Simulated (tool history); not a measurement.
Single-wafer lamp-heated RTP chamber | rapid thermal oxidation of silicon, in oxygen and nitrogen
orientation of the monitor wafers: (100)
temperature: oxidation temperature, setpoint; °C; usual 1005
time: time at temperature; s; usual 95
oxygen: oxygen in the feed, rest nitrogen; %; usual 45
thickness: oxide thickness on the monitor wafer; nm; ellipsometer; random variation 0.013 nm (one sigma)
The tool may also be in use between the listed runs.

run,day,temperature,time,oxygen,wafers since the last listed run,wafers since the last pyrometer calibration,hours since the oxygen flow controller was replaced,hours since the gauge calibration,"read-back reference wafer on the same gauge, thickness",thickness
1,0.000,1005,95,45,0,1846,5736.8,402.1,6.326,5.762
2,4.375,1005,95,45,1019,2865,5841.8,507.1,6.332,5.773
3,5.433,989,95,45,246,3112,5867.2,532.5,6.334,5.157
4,6.725,989,95,45,301,3413,5898.2,563.5,6.332,5.192
5,7.629,1005,95,45,210,3624,5919.9,585.2,6.328,5.842
6,9.125,1005,95,45,348,3972,5955.8,621.1,6.331,5.838
7,10.092,1005,95,45,225,4197,5979.0,644.3,6.329,5.863
# day 10.738: oxygen flow controller replaced
8,11.508,1005,95,45,252,4450,18.5,678.3,6.329,5.879
9,12.612,1005,95,45,257,4707,45.0,704.8,6.327,5.906
10,13.742,1005,95,45,263,4970,72.1,731.9,6.328,5.929
11,14.521,1005,95,45,181,5152,90.8,750.6,6.330,5.919
12,15.288,1005,95,45,178,5331,109.2,769.0,6.332,5.943
# day 16.475: pyrometer window cleaned and pyrometer calibrated
13,16.496,1005,95,45,203,4,138.2,798.0,6.326,6.090
14,17.654,1005,75,45,269,274,166.0,825.8,6.332,5.512
15,18.517,1005,75,45,201,475,186.7,846.5,6.330,5.483
16,19.933,1005,95,45,330,805,220.7,880.5,6.324,6.091
# day 20.512: gauge calibrated
17,20.571,991,50,45,148,954,236.0,1.4,6.332,4.220
18,21.783,1005,95,72,282,1236,265.1,30.5,6.330,7.221
19,22.421,1005,95,45,148,1385,280.4,45.8,6.331,6.143
20,23.079,1005,95,45,153,1538,296.2,61.6,6.334,6.139
21,24.000,1005,109,45,214,1753,318.3,83.7,6.330,6.520
22,25.438,1032,95,69,335,2088,352.8,118.2,6.329,8.625
23,26.588,1005,95,45,268,2356,380.4,145.8,6.330,6.137
# day 27.017: pyrometer window cleaned and pyrometer calibrated, repeated, since the last time left the tool worse
24,27.521,1017,95,30,139,117,402.8,168.2,6.326,5.468
25,28.992,1013,75,33,342,460,438.1,203.5,6.334,4.939
26,30.462,983,130,17,342,803,473.4,238.8,6.327,4.112
27,31.125,1005,95,45,154,957,489.3,254.7,6.334,5.758
28,32.267,978,68,45,266,1223,516.7,282.1,6.326,4.136
29,33.200,1005,95,20,217,1441,539.1,304.5,6.329,4.421
30,33.821,1005,142,54,144,1586,554.0,319.4,6.327,7.348
31,34.917,986,141,25,255,1841,580.3,345.7,6.328,4.923

The next listed run, before its measurement:
32,36.088,1005,109,45,272,2114,608.4,373.8,?,?

{"run 32": {"read-back reference wafer on the same gauge, thickness": 6.328, "thickness": 6.127}}
Without the tool's hidden state the same run would have given thickness 6.059 nm.

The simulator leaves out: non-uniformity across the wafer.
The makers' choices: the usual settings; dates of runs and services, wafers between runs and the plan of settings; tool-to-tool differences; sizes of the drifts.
